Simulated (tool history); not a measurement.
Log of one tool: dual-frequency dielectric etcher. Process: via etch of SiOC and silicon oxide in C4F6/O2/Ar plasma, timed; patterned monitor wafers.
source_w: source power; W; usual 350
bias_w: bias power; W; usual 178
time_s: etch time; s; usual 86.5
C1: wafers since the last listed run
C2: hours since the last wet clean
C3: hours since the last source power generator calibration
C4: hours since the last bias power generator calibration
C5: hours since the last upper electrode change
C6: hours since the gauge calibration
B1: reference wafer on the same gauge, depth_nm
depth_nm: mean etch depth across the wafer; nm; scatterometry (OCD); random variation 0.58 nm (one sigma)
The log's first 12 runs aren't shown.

{"run": 13, "hour": 590.6, "source_w": 290, "bias_w": 178, "time_s": 86.5, "C1": 644, "C2": 82, "C3": 55.2, "C4": 1211.4, "C5": 60.5, "C6": 199.7, "B1": 92.9, "depth_nm": 82.1}
{"run": 14, "hour": 627.8, "source_w": 300, "bias_w": 159, "time_s": 86.5, "C1": 512, "C2": 119.2, "C3": 92.4, "C4": 1248.6, "C5": 97.7, "C6": 236.9, "B1": 93.2, "depth_nm": 82.2}
{"run": 15, "hour": 678.7, "source_w": 350, "bias_w": 178, "time_s": 86.5, "C1": 700, "C2": 170.1, "C3": 143.3, "C4": 1299.5, "C5": 148.6, "C6": 287.8, "B1": 92.9, "depth_nm": 93.6}
{"run": 16, "hour": 720.4, "source_w": 350, "bias_w": 193, "time_s": 106, "C1": 574, "C2": 211.8, "C3": 185, "C4": 1341.2, "C5": 190.3, "C6": 329.5, "B1": 93, "depth_nm": 117.3}
{"hour": 745.8, "done": "bias power generator calibrated"}
{"run": 17, "hour": 766.6, "source_w": 350, "bias_w": 178, "time_s": 106, "C1": 580, "C2": 258, "C3": 231.2, "C4": 20.8, "C5": 236.5, "C6": 375.7, "B1": 93, "depth_nm": 114.6}
{"run": 18, "hour": 828.8, "source_w": 350, "bias_w": 166, "time_s": 86.5, "C1": 856, "C2": 320.2, "C3": 293.4, "C4": 83, "C5": 298.7, "C6": 437.9, "B1": 93.1, "depth_nm": 93.8}
{"run": 19, "hour": 885.7, "source_w": 350, "bias_w": 178, "time_s": 86.5, "C1": 783, "C2": 377.1, "C3": 350.3, "C4": 139.9, "C5": 355.6, "C6": 494.8, "B1": 93.1, "depth_nm": 94.5}
{"run": 20, "hour": 941.6, "source_w": 370, "bias_w": 155, "time_s": 70, "C1": 769, "C2": 433, "C3": 406.2, "C4": 195.8, "C5": 411.5, "C6": 550.7, "B1": 93.1, "depth_nm": 77.3}
{"run": 21, "hour": 1006.5, "source_w": 320, "bias_w": 178, "time_s": 86.5, "C1": 893, "C2": 497.9, "C3": 471.1, "C4": 260.7, "C5": 476.4, "C6": 615.6, "B1": 93, "depth_nm": 90.6}
{"run": 22, "hour": 1061.5, "source_w": 350, "bias_w": 178, "time_s": 86.5, "C1": 757, "C2": 552.9, "C3": 526.1, "C4": 315.7, "C5": 531.4, "C6": 670.6, "B1": 93.1, "depth_nm": 95.1}
{"hour": 1132.9, "done": "wet clean of the chamber"}
{"run": 23, "hour": 1133.4, "source_w": 350, "bias_w": 178, "time_s": 86.5, "C1": 659, "C2": 0.5, "C3": 598, "C4": 387.6, "C5": 603.3, "C6": 742.5, "B1": 93, "depth_nm": 93.4}
{"run": 24, "hour": 1163.7, "source_w": 380, "bias_w": 147, "time_s": 86.5, "C1": 417, "C2": 30.8, "C3": 628.3, "C4": 417.9, "C5": 633.6, "C6": 772.8, "B1": 93.1, "depth_nm": 94}
{"run": 25, "hour": 1208.8, "source_w": 350, "bias_w": 178, "time_s": 103, "C1": 620, "C2": 75.9, "C3": 673.4, "C4": 463, "C5": 678.7, "C6": 817.9, "B1": 92.9, "depth_nm": 111.5}
{"run": 26, "hour": 1277.2, "source_w": 350, "bias_w": 178, "time_s": 86.5, "C1": 941, "C2": 144.3, "C3": 741.8, "C4": 531.4, "C5": 747.1, "C6": 886.3, "B1": 93.1, "depth_nm": 94.2}
{"run": 27, "hour": 1344.8, "source_w": 390, "bias_w": 146, "time_s": 86.5, "C1": 930, "C2": 211.9, "C3": 809.4, "C4": 599, "C5": 814.7, "C6": 953.9, "B1": 93.1, "depth_nm": 96.5}
{"run": 28, "hour": 1375.2, "source_w": 310, "bias_w": 157, "time_s": 105, "C1": 418, "C2": 242.3, "C3": 839.8, "C4": 629.4, "C5": 845.1, "C6": 984.3, "B1": 93.1, "depth_nm": 104.1}
{"run": 29, "hour": 1405.4, "source_w": 380, "bias_w": 190, "time_s": 86.5, "C1": 415, "C2": 272.5, "C3": 870, "C4": 659.6, "C5": 875.3, "C6": 1014.5, "B1": 93, "depth_nm": 101.1}
{"run": 30, "hour": 1463.4, "source_w": 400, "bias_w": 178, "time_s": 86.5, "C1": 798, "C2": 330.5, "C3": 928, "C4": 717.6, "C5": 933.3, "C6": 1072.5, "B1": 93.2, "depth_nm": 102.6}
{"run": 31, "hour": 1512.0, "source_w": 410, "bias_w": 202, "time_s": 95.5, "C1": 669, "C2": 379.1, "C3": 976.6, "C4": 766.2, "C5": 981.9, "C6": 1121.1, "B1": 93.1, "depth_nm": 118.8}

Forecast each of these 3 alternatives for the next run:
{"run": "A", "hour": 1512.4, "source_w": 410, "bias_w": 178, "time_s": 86.5, "C1": 5, "C2": 379.5, "C3": 977, "C4": 766.6, "C5": 982.3, "C6": 1121.5, "B1": "?", "depth_nm": "?"}
{"run": "B", "hour": 1512.4, "source_w": 300, "bias_w": 178, "time_s": 86.5, "C1": 5, "C2": 379.5, "C3": 977, "C4": 766.6, "C5": 982.3, "C6": 1121.5, "B1": "?", "depth_nm": "?"}
{"run": "C", "hour": 1512.4, "source_w": 420, "bias_w": 178, "time_s": 70.5, "C1": 5, "C2": 379.5, "C3": 977, "C4": 766.6, "C5": 982.3, "C6": 1121.5, "B1": "?", "depth_nm": "?"}

run=A B1=93.2 depth_nm=104.9
run=B B1=93.2 depth_nm=87
run=C B1=93.2 depth_nm=86.6
Without the tool's hidden state the same runs would have given:
run=A depth_nm=102.4
run=B depth_nm=84.9
run=C depth_nm=84.5

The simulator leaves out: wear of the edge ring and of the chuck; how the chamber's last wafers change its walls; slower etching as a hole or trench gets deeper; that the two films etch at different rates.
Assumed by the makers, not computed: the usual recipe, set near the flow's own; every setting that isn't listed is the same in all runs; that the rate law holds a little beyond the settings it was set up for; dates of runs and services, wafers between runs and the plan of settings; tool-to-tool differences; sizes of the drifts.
